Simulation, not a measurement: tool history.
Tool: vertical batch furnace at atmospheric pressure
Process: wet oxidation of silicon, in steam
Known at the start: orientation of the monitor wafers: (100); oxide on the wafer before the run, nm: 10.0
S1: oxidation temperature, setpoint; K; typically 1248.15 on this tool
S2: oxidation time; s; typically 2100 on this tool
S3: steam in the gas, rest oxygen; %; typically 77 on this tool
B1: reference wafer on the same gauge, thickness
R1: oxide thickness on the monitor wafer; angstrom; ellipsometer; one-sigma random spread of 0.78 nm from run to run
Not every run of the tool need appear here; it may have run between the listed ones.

{"run": 1, "hour": 0.0, "S1": 1264.15, "S2": 2100, "S3": 84, "B1": 222.88, "R1": 2319.7}
{"run": 2, "hour": 24.9, "S1": 1264.15, "S2": 2100, "S3": 84, "B1": 222.78, "R1": 2354.8}
{"run": 3, "hour": 56.4, "S1": 1248.15, "S2": 2100, "S3": 77, "B1": 223.18, "R1": 1883.8}
{"run": 4, "hour": 92.0, "S1": 1248.15, "S2": 2100, "S3": 77, "B1": 222.92, "R1": 1863.7}
{"run": 5, "hour": 114.4, "S1": 1248.15, "S2": 2100, "S3": 77, "B1": 223.09, "R1": 1873.8}
{"run": 6, "hour": 132.5, "S1": 1248.15, "S2": 2100, "S3": 77, "B1": 222.94, "R1": 1883.7}
{"run": 7, "hour": 168.4, "S1": 1248.15, "S2": 2100, "S3": 77, "B1": 222.91, "R1": 1872.4}
{"run": 8, "hour": 203.1, "S1": 1248.15, "S2": 2100, "S3": 80, "B1": 222.82, "R1": 1926.8}
{"run": 9, "hour": 224.7, "S1": 1239.15, "S2": 2100, "S3": 77, "B1": 223.1, "R1": 1706.6}
{"run": 10, "hour": 248.9, "S1": 1239.15, "S2": 2100, "S3": 77, "B1": 222.96, "R1": 1698.3}
{"hour": 250.1, "done": "gauge calibrated"}
{"hour": 297.2, "done": "thermocouples replaced and temperature profile calibrated"}
{"run": 11, "hour": 297.7, "S1": 1248.15, "S2": 2100, "S3": 77, "B1": 222.97, "R1": 1877.8}
{"run": 12, "hour": 307.1, "S1": 1248.15, "S2": 2100, "S3": 77, "B1": 222.99, "R1": 1855.9}
{"run": 13, "hour": 327.2, "S1": 1248.15, "S2": 2100, "S3": 77, "B1": 223.04, "R1": 1861.9}
{"run": 14, "hour": 382.4, "S1": 1248.15, "S2": 2100, "S3": 77, "B1": 223.14, "R1": 1845.5}
{"run": 15, "hour": 400.0, "S1": 1248.15, "S2": 2340, "S3": 77, "B1": 223.0, "R1": 2001.9}
{"hour": 455.5, "done": "steam generator serviced"}
{"run": 16, "hour": 456.0, "S1": 1248.15, "S2": 2340, "S3": 77, "B1": 222.59, "R1": 2145.5}
{"run": 17, "hour": 460.5, "S1": 1261.15, "S2": 2100, "S3": 68, "B1": 223.2, "R1": 2029.9}
{"run": 18, "hour": 476.2, "S1": 1248.15, "S2": 2100, "S3": 66, "B1": 222.87, "R1": 1754.6}
{"run": 19, "hour": 507.0, "S1": 1248.15, "S2": 3000, "S3": 70, "B1": 222.79, "R1": 2403.0}
{"run": 20, "hour": 533.2, "S1": 1248.15, "S2": 2100, "S3": 77, "B1": 222.9, "R1": 1964.4}
{"run": 21, "hour": 565.6, "S1": 1248.15, "S2": 2100, "S3": 77, "B1": 222.97, "R1": 1969.0}
{"run": 22, "hour": 591.4, "S1": 1270.15, "S2": 2400, "S3": 86, "B1": 223.08, "R1": 2895.1}
{"run": 23, "hour": 611.2, "S1": 1233.15, "S2": 3000, "S3": 86, "B1": 223.05, "R1": 2452.2}
{"run": 24, "hour": 633.7, "S1": 1273.15, "S2": 2100, "S3": 88, "B1": 223.05, "R1": 2740.9}
{"run": 25, "hour": 646.9, "S1": 1248.15, "S2": 2100, "S3": 87, "B1": 223.09, "R1": 2175.1}
{"hour": 660.1, "done": "gauge calibrated"}
{"run": 26, "hour": 682.7, "S1": 1262.15, "S2": 2100, "S3": 87, "B1": 223.25, "R1": 2485.4}
{"run": 27, "hour": 707.9, "S1": 1248.15, "S2": 2760, "S3": 71, "B1": 222.96, "R1": 2297.5}
{"run": 28, "hour": 725.2, "S1": 1248.15, "S2": 2400, "S3": 83, "B1": 223.01, "R1": 2319.4}
{"run": 29, "hour": 746.4, "S1": 1248.15, "S2": 2100, "S3": 77, "B1": 223.05, "R1": 1969.2}
{"run": 30, "hour": 763.7, "S1": 1270.15, "S2": 2970, "S3": 73, "B1": 222.85, "R1": 2977.0}
{"run": 31, "hour": 796.0, "S1": 1262.15, "S2": 1410, "S3": 80, "B1": 222.93, "R1": 1716.1}
{"run": 32, "hour": 808.4, "S1": 1248.15, "S2": 2100, "S3": 73, "B1": 223.05, "R1": 1887.2}
{"run": 33, "hour": 822.4, "S1": 1248.15, "S2": 2100, "S3": 77, "B1": 222.92, "R1": 1986.2}

Below are 4 alternative next runs, each starting from the tool's condition after run 33. Predict each:
{"run": "A", "hour": 827.0, "S1": 1248.15, "S2": 2100, "S3": 77, "B1": "?", "R1": "?"}
{"run": "B", "hour": 827.0, "S1": 1270.15, "S2": 3150, "S3": 68, "B1": "?", "R1": "?"}
{"run": "C", "hour": 827.0, "S1": 1248.15, "S2": 1350, "S3": 77, "B1": "?", "R1": "?"}
{"run": "D", "hour": 827.0, "S1": 1248.15, "S2": 2100, "S3": 68, "B1": "?", "R1": "?"}

run=A B1=223.13 R1=1977.2
run=B B1=223.13 R1=2963.5
run=C B1=223.13 R1=1399.1
run=D B1=223.13 R1=1795.6
Take away the tool's hidden state, keep each run's random variation, and the runs would have read:
run=A R1=1979.9
run=B R1=2967.2
run=C R1=1401.1
run=D R1=1798.1
